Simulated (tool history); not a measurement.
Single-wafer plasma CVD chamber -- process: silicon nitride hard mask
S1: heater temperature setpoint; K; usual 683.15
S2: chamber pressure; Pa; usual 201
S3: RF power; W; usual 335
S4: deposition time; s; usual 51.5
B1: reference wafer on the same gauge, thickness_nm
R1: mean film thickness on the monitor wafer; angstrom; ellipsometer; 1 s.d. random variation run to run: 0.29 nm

Run 1, hour 0: usual settings; B1 74.545. Result: R1 645.92 angstrom.
Run 2, hour 10.8: usual settings; B1 74.775. Result: R1 646.38 angstrom.
Run 3, hour 24.3: usual settings; B1 74.752. Result: R1 649.38 angstrom.
Run 4, hour 48: usual settings; B1 74.817. Result: R1 646.46 angstrom.
At hour 60.8: showerhead replaced, of another model than before.
Run 5, hour 61.8: usual settings; B1 74.796. Result: R1 655.82 angstrom.
At hour 62: gauge calibrated.
Run 6, hour 77.6: usual settings; B1 74.723. Result: R1 654.66 angstrom.
Run 7, hour 93.1: usual settings but S2 224 Pa, S4 57.3 s; B1 74.763. Result: R1 752.15 angstrom.
Run 8, hour 103: usual settings but S2 224 Pa, S4 57.3 s; B1 74.781. Result: R1 752.52 angstrom.
Run 9, hour 115.6: usual settings but S2 224 Pa, S4 57.3 s; B1 74.666. Result: R1 751.95 angstrom.
Run 10, hour 128.3: usual settings but S2 185 Pa; B1 74.701. Result: R1 640.31 angstrom.
Run 11, hour 141.5: usual settings but S3 360 W; B1 74.782. Result: R1 676.13 angstrom.
Run 12, hour 157.2: usual settings but S1 692.15 K, S2 240 Pa, S3 270 W, S4 46.8 s; B1 74.793. Result: R1 573.16 angstrom.
Run 13, hour 168.7: usual settings but S1 677.15 K, S3 275 W, S4 61.5 s; B1 74.654. Result: R1 726.87 angstrom.
Run 14, hour 192.7: usual settings but S1 677.15 K, S2 244 Pa; B1 74.648. Result: R1 692.24 angstrom.
Run 15, hour 203.3: usual settings; B1 74.684. Result: R1 657.01 angstrom.
At hour 218.5: thermocouple changed; heater temperature recalibrated.
At hour 219.5: capacitance manometer re-zeroed and calibrated.
Run 16, hour 220: usual settings; B1 74.77. Result: R1 653.41 angstrom.
At hour 235: RF generator calibrated.
Run 17, hour 235.5: usual settings but S2 183 Pa, S3 365 W, S4 42.5 s; B1 74.735. Result: R1 559.9 angstrom.
Run 18, hour 242.9: usual settings; B1 74.714. Result: R1 677.17 angstrom.
Run 19, hour 255: usual settings but S4 42.3 s; B1 74.625. Result: R1 560.01 angstrom.
Run 20, hour 265.6: usual settings; B1 74.554. Result: R1 675.03 angstrom.
Run 21, hour 275.3: usual settings but S4 46.6 s; B1 74.796. Result: R1 610.81 angstrom.
Run 22, hour 283.9: usual settings but S1 697.15 K; B1 74.673. Result: R1 668.43 angstrom.
Run 23, hour 293: usual settings but S2 183 Pa; B1 74.689. Result: R1 656.19 angstrom.
Run 24, hour 309.3: usual settings but S3 370 W; B1 74.729. Result: R1 706.39 angstrom.
Run 25, hour 315.4: usual settings; B1 74.698. Result: R1 675.45 angstrom.
Run 26, hour 325.8: usual settings but S1 690.15 K, S2 155 Pa, S3 380 W, S4 48.4 s; B1 74.673. Result: R1 623.62 angstrom.
Run 27, hour 332.5: usual settings but S1 671.15 K, S2 220 Pa, S3 295 W; B1 74.718. Result: R1 656.74 angstrom.
Run 28, hour 349.2: usual settings; B1 74.696. Result: R1 675.34 angstrom.
Run 29, hour 356.7: usual settings; B1 74.797. Result: R1 671.32 angstrom.
Run 30, hour 368.1: usual settings but S1 691.15 K, S3 385 W; B1 74.609. Result: R1 709.01 angstrom.

3 options for the next run, each taken on its own from the tool as it stands now. Forecast them:
Run A, hour 368.5: usual settings; B1 ?. Result: R1 ?.
Run B, hour 368.5: usual settings but S1 678.15 K, S3 390 W, S4 55.2 s; B1 ?. Result: R1 ?.
Run C, hour 368.5: usual settings but S1 687.15 K; B1 ?. Result: R1 ?.

run      B1      R1
  A  74.667  675.15
  B  74.667  772.05
  C  74.667   674.1
With no hidden state in the tool, these same runs would have given:
run      R1
  A  685.83
  B  784.03
  C  684.75

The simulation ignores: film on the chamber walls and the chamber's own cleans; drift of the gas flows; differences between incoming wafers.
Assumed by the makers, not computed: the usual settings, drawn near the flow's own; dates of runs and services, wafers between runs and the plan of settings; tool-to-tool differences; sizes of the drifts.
